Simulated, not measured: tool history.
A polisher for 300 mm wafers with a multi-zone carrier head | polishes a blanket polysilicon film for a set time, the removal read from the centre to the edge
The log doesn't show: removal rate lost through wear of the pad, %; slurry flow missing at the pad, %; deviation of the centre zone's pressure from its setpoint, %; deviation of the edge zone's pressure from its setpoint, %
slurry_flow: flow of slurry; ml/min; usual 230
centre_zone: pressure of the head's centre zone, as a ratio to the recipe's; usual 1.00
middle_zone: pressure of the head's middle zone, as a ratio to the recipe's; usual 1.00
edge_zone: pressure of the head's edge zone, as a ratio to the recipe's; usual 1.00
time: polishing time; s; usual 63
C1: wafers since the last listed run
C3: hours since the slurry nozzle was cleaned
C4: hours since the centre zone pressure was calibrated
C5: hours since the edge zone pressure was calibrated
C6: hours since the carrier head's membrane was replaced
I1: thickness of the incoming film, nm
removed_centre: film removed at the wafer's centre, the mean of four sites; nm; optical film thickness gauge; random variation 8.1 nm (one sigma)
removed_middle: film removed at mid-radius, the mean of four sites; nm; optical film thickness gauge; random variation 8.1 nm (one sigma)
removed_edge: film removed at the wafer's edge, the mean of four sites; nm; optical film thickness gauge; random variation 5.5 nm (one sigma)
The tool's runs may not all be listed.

{"run": 1, "hour": 0.0, "slurry_flow": 230, "centre_zone": 1.0, "middle_zone": 1.0, "edge_zone": 1.0, "time": 63, "C1": 0, "wafers polished on this pad": 1719, "C3": 71.5, "C4": 173.3, "C5": 184.5, "C6": 1237.4, "I1": 1703.7, "removed_centre": 532.2, "removed_middle": 528.8, "removed_edge": 521.2}
{"hour": 36.1, "done": "worn pad replaced by a new one"}
{"run": 2, "hour": 80.4, "slurry_flow": 230, "centre_zone": 1.0, "middle_zone": 1.0, "edge_zone": 1.0, "time": 63, "C1": 752, "wafers polished on this pad": 436, "C3": 151.9, "C4": 253.7, "C5": 264.9, "C6": 1317.8, "I1": 1706.1, "removed_centre": 542.2, "removed_middle": 572.1, "removed_edge": 558.0}
{"run": 3, "hour": 172.1, "slurry_flow": 230, "centre_zone": 1.0, "middle_zone": 1.0, "edge_zone": 1.0, "time": 63, "C1": 903, "wafers polished on this pad": 1340, "C3": 243.6, "C4": 345.4, "C5": 356.6, "C6": 1409.5, "I1": 1714.1, "removed_centre": 533.8, "removed_middle": 538.6, "removed_edge": 536.3}
{"hour": 192.6, "done": "edge zone pressure recalibrated"}
{"hour": 230.3, "done": "worn pad replaced by a new one"}
{"run": 4, "hour": 230.8, "slurry_flow": 230, "centre_zone": 1.0, "middle_zone": 1.0, "edge_zone": 1.0, "time": 63, "C1": 519, "wafers polished on this pad": 5, "C3": 302.3, "C4": 404.1, "C5": 38.2, "C6": 1468.2, "I1": 1738.1, "removed_centre": 564.2, "removed_middle": 591.4, "removed_edge": 567.0}
{"run": 5, "hour": 286.3, "slurry_flow": 230, "centre_zone": 1.0, "middle_zone": 1.0, "edge_zone": 1.0, "time": 63, "C1": 546, "wafers polished on this pad": 552, "C3": 357.8, "C4": 459.6, "C5": 93.7, "C6": 1523.7, "I1": 1729.4, "removed_centre": 545.1, "removed_middle": 561.3, "removed_edge": 565.9}
{"hour": 360.9, "done": "slurry nozzle cleaned"}
{"run": 6, "hour": 366.9, "slurry_flow": 230, "centre_zone": 1.0, "middle_zone": 1.0, "edge_zone": 1.0, "time": 63, "C1": 784, "wafers polished on this pad": 1336, "C3": 6.0, "C4": 540.2, "C5": 174.3, "C6": 1604.3, "I1": 1755.2, "removed_centre": 533.7, "removed_middle": 544.5, "removed_edge": 540.7}
{"hour": 421.9, "done": "worn pad replaced by a new one"}
{"run": 7, "hour": 469.4, "slurry_flow": 230, "centre_zone": 1.0, "middle_zone": 1.0, "edge_zone": 1.03, "time": 63, "C1": 970, "wafers polished on this pad": 468, "C3": 108.5, "C4": 642.7, "C5": 276.8, "C6": 1706.8, "I1": 1724.7, "removed_centre": 542.3, "removed_middle": 571.1, "removed_edge": 557.5}
{"run": 8, "hour": 521.1, "slurry_flow": 230, "centre_zone": 1.05, "middle_zone": 1.0, "edge_zone": 0.89, "time": 77, "C1": 509, "wafers polished on this pad": 977, "C3": 160.2, "C4": 694.4, "C5": 328.5, "C6": 1758.5, "I1": 1700.4, "removed_centre": 675.7, "removed_middle": 691.4, "removed_edge": 632.9}
{"hour": 539.3, "done": "carrier head's membrane replaced by a new one"}
{"hour": 549.7, "done": "edge zone pressure recalibrated"}
{"run": 9, "hour": 624.6, "slurry_flow": 200, "centre_zone": 1.0, "middle_zone": 1.1, "edge_zone": 1.0, "time": 75, "C1": 951, "wafers polished on this pad": 1928, "C3": 263.7, "C4": 797.9, "C5": 74.9, "C6": 85.3, "I1": 1727.8, "removed_centre": 599.4, "removed_middle": 666.3, "removed_edge": 610.8}
{"hour": 643.2, "done": "worn pad replaced by a new one"}
{"hour": 714.1, "done": "centre zone pressure recalibrated"}
{"run": 10, "hour": 714.6, "slurry_flow": 230, "centre_zone": 1.0, "middle_zone": 1.0, "edge_zone": 1.0, "time": 63, "C1": 827, "wafers polished on this pad": 683, "C3": 353.7, "C4": 0.5, "C5": 164.9, "C6": 175.3, "I1": 1707.4, "removed_centre": 539.1, "removed_middle": 572.7, "removed_edge": 549.6}
{"run": 11, "hour": 767.0, "slurry_flow": 185, "centre_zone": 1.0, "middle_zone": 1.0, "edge_zone": 1.0, "time": 63, "C1": 516, "wafers polished on this pad": 1200, "C3": 406.1, "C4": 52.9, "C5": 217.3, "C6": 227.7, "I1": 1722.2, "removed_centre": 513.2, "removed_middle": 537.1, "removed_edge": 530.7}
{"hour": 775.7, "done": "slurry nozzle cleaned"}
{"hour": 819.7, "done": "worn pad replaced by a new one"}
{"run": 12, "hour": 847.6, "slurry_flow": 255, "centre_zone": 1.04, "middle_zone": 1.0, "edge_zone": 1.0, "time": 47, "C1": 745, "wafers polished on this pad": 274, "C3": 71.9, "C4": 133.5, "C5": 297.9, "C6": 308.3, "I1": 1721.3, "removed_centre": 427.3, "removed_middle": 436.7, "removed_edge": 414.9}
{"hour": 876.9, "done": "edge zone pressure recalibrated"}
{"run": 13, "hour": 921.3, "slurry_flow": 230, "centre_zone": 1.0, "middle_zone": 1.0, "edge_zone": 1.0, "time": 63, "C1": 706, "wafers polished on this pad": 981, "C3": 145.6, "C4": 207.2, "C5": 44.4, "C6": 382.0, "I1": 1713.6, "removed_centre": 539.0, "removed_middle": 545.8, "removed_edge": 542.1}
{"run": 14, "hour": 973.1, "slurry_flow": 310, "centre_zone": 1.0, "middle_zone": 0.94, "edge_zone": 1.0, "time": 63, "C1": 510, "wafers polished on this pad": 1491, "C3": 197.4, "C4": 259.0, "C5": 96.2, "C6": 433.8, "I1": 1727.8, "removed_centre": 546.5, "removed_middle": 530.1, "removed_edge": 554.6}
{"run": 15, "hour": 1030.1, "slurry_flow": 230, "centre_zone": 1.07, "middle_zone": 1.0, "edge_zone": 1.0, "time": 63, "C1": 561, "wafers polished on this pad": 2053, "C3": 254.4, "C4": 316.0, "C5": 153.2, "C6": 490.8, "I1": 1743.6, "removed_centre": 524.5, "removed_middle": 527.2, "removed_edge": 505.9}

Forecast each of these 5 alternatives for the next run:
{"run": "A", "hour": 1030.5, "slurry_flow": 230, "centre_zone": 1.0, "middle_zone": 1.0, "edge_zone": 1.0, "time": 63, "C1": 3, "wafers polished on this pad": 2057, "C3": 254.8, "C4": 316.4, "C5": 153.6, "C6": 491.2, "I1": 1729.7, "removed_centre": "?", "removed_middle": "?", "removed_edge": "?"}
{"run": "B", "hour": 1030.5, "slurry_flow": 230, "centre_zone": 1.0, "middle_zone": 0.96, "edge_zone": 1.0, "time": 63, "C1": 3, "wafers polished on this pad": 2057, "C3": 254.8, "C4": 316.4, "C5": 153.6, "C6": 491.2, "I1": 1729.7, "removed_centre": "?", "removed_middle": "?", "removed_edge": "?"}
{"run": "C", "hour": 1030.5, "slurry_flow": 250, "centre_zone": 0.94, "middle_zone": 1.0, "edge_zone": 1.0, "time": 73, "C1": 3, "wafers polished on this pad": 2057, "C3": 254.8, "C4": 316.4, "C5": 153.6, "C6": 491.2, "I1": 1729.7, "removed_centre": "?", "removed_middle": "?", "removed_edge": "?"}
{"run": "D", "hour": 1030.5, "slurry_flow": 165, "centre_zone": 1.05, "middle_zone": 1.0, "edge_zone": 1.0, "time": 63, "C1": 3, "wafers polished on this pad": 2057, "C3": 254.8, "C4": 316.4, "C5": 153.6, "C6": 491.2, "I1": 1729.7, "removed_centre": "?", "removed_middle": "?", "removed_edge": "?"}
{"run": "E", "hour": 1030.5, "slurry_flow": 205, "centre_zone": 1.0, "middle_zone": 1.0, "edge_zone": 1.0, "time": 63, "C1": 3, "wafers polished on this pad": 2057, "C3": 254.8, "C4": 316.4, "C5": 153.6, "C6": 491.2, "I1": 1729.7, "removed_centre": "?", "removed_middle": "?", "removed_edge": "?"}

run=A removed_centre=508.4 removed_middle=518.2 removed_edge=514.9
run=B removed_centre=508.3 removed_middle=500.7 removed_edge=515.1
run=C removed_centre=569.4 removed_middle=607.1 removed_edge=601.4
run=D removed_centre=496.5 removed_middle=490.9 removed_edge=494.7
run=E removed_centre=499.2 removed_middle=509.7 removed_edge=508.6
Without the tool's hidden state the same runs would have given:
run=A removed_centre=566.8 removed_middle=577.7 removed_edge=573.9
run=B removed_centre=566.6 removed_middle=558.2 removed_edge=574.2
run=C removed_centre=634.7 removed_middle=676.7 removed_edge=670.4
run=D removed_centre=553.5 removed_middle=547.2 removed_edge=551.5
run=E removed_centre=556.4 removed_middle=568.2 removed_edge=566.9
